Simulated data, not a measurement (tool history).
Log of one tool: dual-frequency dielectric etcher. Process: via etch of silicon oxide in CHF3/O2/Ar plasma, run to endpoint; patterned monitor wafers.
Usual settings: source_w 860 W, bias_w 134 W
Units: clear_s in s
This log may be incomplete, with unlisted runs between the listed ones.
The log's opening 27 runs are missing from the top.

run    hour  source_w  bias_w  wafers since the last listed run  hours since the last wet clean  hours since the last source power generator calibration  hours since the last bias power generator calibration  hours since the last upper electrode change  incoming incoming film thickness, nm  clear_s
 28  1937.5       860     114                               368                           506.8                                                    483.4                                                 1308.7                                       1252.4                                 773.6    385.4
 29  1993.9       860     164                               252                           563.2                                                    539.8                                                 1365.1                                       1308.8                                 774.5      356
     2058.4  -- wet clean of the chamber
 30  2086.2       860     134                               305                            27.8                                                    632.1                                                 1457.4                                       1401.1                                 780.3    363.1
 31  2146.5       860     134                               269                            88.1                                                    692.4                                                 1517.7                                       1461.4                                 778.4    362.1
 32    2246       670     165                               445                           187.6                                                    791.9                                                 1617.2                                       1560.9                                 772.3    376.9
 33  2294.2       960     103                               215                           235.8                                                    840.1                                                 1665.4                                       1609.1                                 774.2    370.5
 34  2385.8       860     134                               409                           327.4                                                    931.7                                                   1757                                       1700.7                                 780.2    367.6
 35    2449       930     102                               282                           390.6                                                    994.9                                                 1820.2                                       1763.9                                   778    382.3

4 ways to go on from here, each from the tool as it stands after run 35. What would each give?
  A  2449.5       670     134                                 2                           391.1                                                    995.4                                                 1820.7                                       1764.4                                 778.6        ?
  B  2449.5       860     148                                 2                           391.1                                                    995.4                                                 1820.7                                       1764.4                                 778.6        ?
  C  2449.5       940     116                                 2                           391.1                                                    995.4                                                 1820.7                                       1764.4                                 778.6        ?
  D  2449.5       980     106                                 2                           391.1                                                    995.4                                                 1820.7                                       1764.4                                 778.6        ?

run  clear_s
  A    406.3
  B    361.8
  C      370
  D    371.2
The same runs, with their run-to-run variation unchanged, on a tool lacking any hidden condition would have given:
run  clear_s
  A    396.3
  B    352.8
  C    360.9
  D    362.1

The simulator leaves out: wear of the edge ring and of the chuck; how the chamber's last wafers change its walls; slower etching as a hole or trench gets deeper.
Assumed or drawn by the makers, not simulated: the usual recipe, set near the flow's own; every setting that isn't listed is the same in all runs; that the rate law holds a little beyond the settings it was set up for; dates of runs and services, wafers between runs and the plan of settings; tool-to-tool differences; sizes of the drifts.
